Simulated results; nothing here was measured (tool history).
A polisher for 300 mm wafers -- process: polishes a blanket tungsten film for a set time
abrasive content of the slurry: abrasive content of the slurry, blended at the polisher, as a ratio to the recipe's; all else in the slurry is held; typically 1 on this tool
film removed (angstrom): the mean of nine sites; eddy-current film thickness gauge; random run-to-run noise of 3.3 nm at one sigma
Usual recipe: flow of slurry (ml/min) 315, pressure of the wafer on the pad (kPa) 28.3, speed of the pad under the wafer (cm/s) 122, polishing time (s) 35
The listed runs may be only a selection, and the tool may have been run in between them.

run	hour	flow of slurry (ml/min)	pressure of the wafer on the pad (kPa)	speed of the pad under the wafer (cm/s)	abrasive content of the slurry	polishing time (s)	incoming thickness of the incoming film, nm	film removed (angstrom)
1	0	315	28.3	122	1.2	35	1126.7	2579
# hour 31.3: head pressure recalibrated
2	34.5	340	28.3	122	1	35	1111.6	2362
3	56.9	315	28.3	122	1	35	1101.9	2378
# hour 66: slurry blender recalibrated
4	75.5	315	36.5	122	1	35	1124	3064
5	111.5	415	28.3	156	0.7	44	1101	3257
6	127.8	315	28.3	122	1	35	1086.9	2325
7	153.6	355	33.1	96	1	35	1104.2	2175
# hour 170.4: slurry tank refilled with fresh slurry and peroxide
8	171.3	405	28.3	122	1	35	1090.9	2435
9	197	345	37.2	122	1	35	1094.7	3163
# hour 207.8: worn pad replaced by a new one
# hour 213: slurry nozzle cleaned
10	225.6	315	28.3	122	1	35	1111.9	2370
11	254.7	315	22.8	138	1	35	1112.9	2156
12	275.9	315	28.3	122	1	35	1108.8	2387
13	302.9	315	28.3	122	1	35	1127	2338
# hour 315.5: slurry blender recalibrated
14	338.8	410	31.7	132	1	35	1101.5	2875
# hour 352.7: head pressure recalibrated
15	356.1	395	32.4	122	1	25	1101.2	1978
16	402.9	375	28.3	96	1	35	1086.3	1904
# hour 428.7: slurry tank refilled with fresh slurry and peroxide
17	435.9	315	28.3	122	1	35	1116.3	2363
# hour 441.5: worn pad replaced by a new one
18	454.7	315	28.3	122	1	28	1114.4	1914
# hour 536.9: slurry nozzle cleaned
19	555.9	280	20.7	140	1	35	1097.6	1997
20	575.9	340	28.3	122	1	35	1101.1	2365
21	590.1	315	28.3	122	1	35	1106.2	2386
22	617.5	345	28.3	122	1	35	1094.8	2354
# hour 627.3: slurry blender recalibrated
23	644.3	315	28.3	122	1	35	1111	2363
# hour 649.5: head pressure recalibrated
24	671.1	315	28.3	122	0.8	35	1125.3	2185
# hour 695.4: slurry tank refilled with fresh slurry and peroxide
# hour 702.8: worn pad replaced by a new one
25	703.3	235	28.3	122	0.9	35	1116.2	2143
26	722.6	395	28.3	122	1	35	1121.1	2413

4 ways to go on from here, each from the tool as it stands after run 26. What would each give?
A	723	315	28.3	122	1	35	1110.2	?
B	723	315	21.4	122	1.1	35	1110.2	?
C	723	240	35.2	98	1	25	1110.2	?
D	723	315	28.3	122	0.85	45	1110.2	?

run	film removed (angstrom)
A	2410
B	1892
C	1671
D	2893
The same runs, with their run-to-run variation unchanged, on a tool lacking any hidden condition would have given:
run	film removed (angstrom)
A	2410
B	1892
C	1671
D	2893
